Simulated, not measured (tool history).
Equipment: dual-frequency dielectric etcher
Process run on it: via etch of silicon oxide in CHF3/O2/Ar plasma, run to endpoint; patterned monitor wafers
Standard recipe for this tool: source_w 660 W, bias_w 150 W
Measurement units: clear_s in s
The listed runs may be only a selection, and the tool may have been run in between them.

| run | day | source_w | bias_w | wafers since the last listed run | hours since the last wet clean | hours since the last source power generator calibration | hours since the last bias power generator calibration | hours since the last upper electrode change | incoming incoming film thickness, nm | clear_s |
|---|---|---|---|---|---|---|---|---|---|---|
| 1 | 0 | 660 | 150 | 0 | 209.8 | 4.2 | 3058 | 4592.6 | 770.8 | 393.5 |
| 2 | 3.346 | 770 | 164 | 503 | 290.1 | 84.5 | 3138.3 | 4672.9 | 774.3 | 361.4 |
| 3 | 5.2 | 770 | 164 | 279 | 334.6 | 129 | 3182.8 | 4717.4 | 778.8 | 362 |
| 4 | 9.558 | 770 | 164 | 656 | 439.2 | 233.6 | 3287.4 | 4822 | 770 | 352 |
| 5 | 13.304 | 660 | 125 | 564 | 529.1 | 323.5 | 3377.3 | 4911.9 | 771.9 | 413.6 |
| 6 | 17.538 | 660 | 150 | 637 | 630.7 | 425.1 | 3478.9 | 5013.5 | 777.4 | 387.9 |
|  | 19.15 | wet clean of the chamber |
| 7 | 20.812 | 660 | 150 | 342 | 39.9 | 503.7 | 3557.5 | 5092.1 | 769.9 | 397.5 |
| 8 | 23.579 | 660 | 150 | 416 | 106.3 | 570.1 | 3623.9 | 5158.5 | 779 | 397.8 |
|  | 27.704 | upper electrode replaced |
| 9 | 27.912 | 660 | 150 | 501 | 210.3 | 674.1 | 3727.9 | 5 | 777.2 | 396.2 |
| 10 | 30.742 | 660 | 150 | 425 | 278.2 | 742 | 3795.8 | 72.9 | 773.4 | 391.9 |
| 11 | 33.304 | 660 | 150 | 385 | 339.7 | 803.5 | 3857.3 | 134.4 | 771.4 | 387.3 |
| 12 | 37.8 | 500 | 135 | 676 | 447.6 | 911.4 | 3965.2 | 242.3 | 770.8 | 442.4 |
| 13 | 40.933 | 660 | 187 | 471 | 522.8 | 986.6 | 4040.4 | 317.5 | 766.6 | 350.2 |
| 14 | 42.754 | 750 | 160 | 274 | 566.5 | 1030.3 | 4084.1 | 361.2 | 777.3 | 359.1 |
| 15 | 46.404 | 660 | 117 | 549 | 654.1 | 1117.9 | 4171.7 | 448.8 | 774.1 | 421.8 |
| 16 | 50.333 | 800 | 162 | 591 | 748.4 | 1212.2 | 4266 | 543.1 | 772 | 346.5 |
|  | 53.646 | wet clean of the chamber |
| 17 | 53.667 | 740 | 150 | 351 | 0.5 | 1292.2 | 4346 | 623.1 | 777.8 | 390.8 |
| 18 | 55.8 | 710 | 179 | 321 | 51.7 | 1343.4 | 4397.2 | 674.3 | 773.1 | 364.7 |
| 19 | 59.246 | 570 | 166 | 518 | 134.4 | 1426.1 | 4479.9 | 757 | 781.1 | 405.3 |
| 20 | 64.446 | 660 | 150 | 782 | 259.2 | 1550.9 | 4604.7 | 881.8 | 772 | 396.4 |
| 21 | 68.421 | 660 | 150 | 598 | 354.6 | 1646.3 | 4700.1 | 977.2 | 775.4 | 395.2 |
| 22 | 71.654 | 660 | 133 | 486 | 432.2 | 1723.9 | 4777.7 | 1054.8 | 768.2 | 408.3 |
|  | 73.338 | bias power generator calibrated |
| 23 | 73.842 | 730 | 150 | 304 | 484.7 | 1776.4 | 12.1 | 1107.3 | 766.7 | 374.6 |
| 24 | 77.388 | 760 | 166 | 533 | 569.8 | 1861.5 | 97.2 | 1192.4 | 776.7 | 355.9 |
| 25 | 80.029 | 660 | 176 | 397 | 633.2 | 1924.9 | 160.6 | 1255.8 | 772.1 | 359.9 |
| 26 | 83.021 | 660 | 128 | 450 | 705 | 1996.7 | 232.4 | 1327.6 | 774.3 | 412.7 |
|  | 85.275 | wet clean of the chamber |
| 27 | 86.975 | 530 | 164 | 444 | 40.8 | 2091.6 | 327.3 | 1422.5 | 777.4 | 412.8 |
| 28 | 88.762 | 710 | 179 | 269 | 83.7 | 2134.5 | 370.2 | 1465.4 | 783.9 | 364.3 |
| 29 | 92.417 | 660 | 136 | 550 | 171.4 | 2222.2 | 457.9 | 1553.1 | 773.1 | 411 |
| 30 | 96.433 | 660 | 150 | 604 | 267.8 | 2318.6 | 554.3 | 1649.5 | 775.8 | 390.7 |
| 31 | 98.812 | 730 | 162 | 358 | 324.9 | 2375.7 | 611.4 | 1706.6 | 772.6 | 363.6 |
| 32 | 100.621 | 660 | 150 | 272 | 368.3 | 2419.1 | 654.8 | 1750 | 776.2 | 388.1 |
| 33 | 103.317 | 550 | 181 | 405 | 433 | 2483.8 | 719.5 | 1814.7 | 776.1 | 380.2 |
| 34 | 105.871 | 800 | 138 | 384 | 494.3 | 2545.1 | 780.8 | 1876 | 773.1 | 371.9 |

Each row is a separate what-if for the run after 34, all from the same tool condition, not one after another. Results?
| A | 105.892 | 660 | 127 | 3 | 494.8 | 2545.6 | 781.3 | 1876.5 | 779.4 | ? |
| B | 105.892 | 560 | 169 | 3 | 494.8 | 2545.6 | 781.3 | 1876.5 | 779.4 | ? |
| C | 105.892 | 810 | 179 | 3 | 494.8 | 2545.6 | 781.3 | 1876.5 | 779.4 | ? |
| D | 105.892 | 720 | 168 | 3 | 494.8 | 2545.6 | 781.3 | 1876.5 | 779.4 | ? |
| E | 105.892 | 800 | 182 | 3 | 494.8 | 2545.6 | 781.3 | 1876.5 | 779.4 | ? |

| run | clear_s |
|---|---|
| A | 413.8 |
| B | 388.8 |
| C | 335.6 |
| D | 358.5 |
| E | 334.8 |
With no hidden state in the tool, these same runs would have given:
| run | clear_s |
|---|---|
| A | 434 |
| B | 407.6 |
| C | 351.9 |
| D | 375.9 |
| E | 351 |
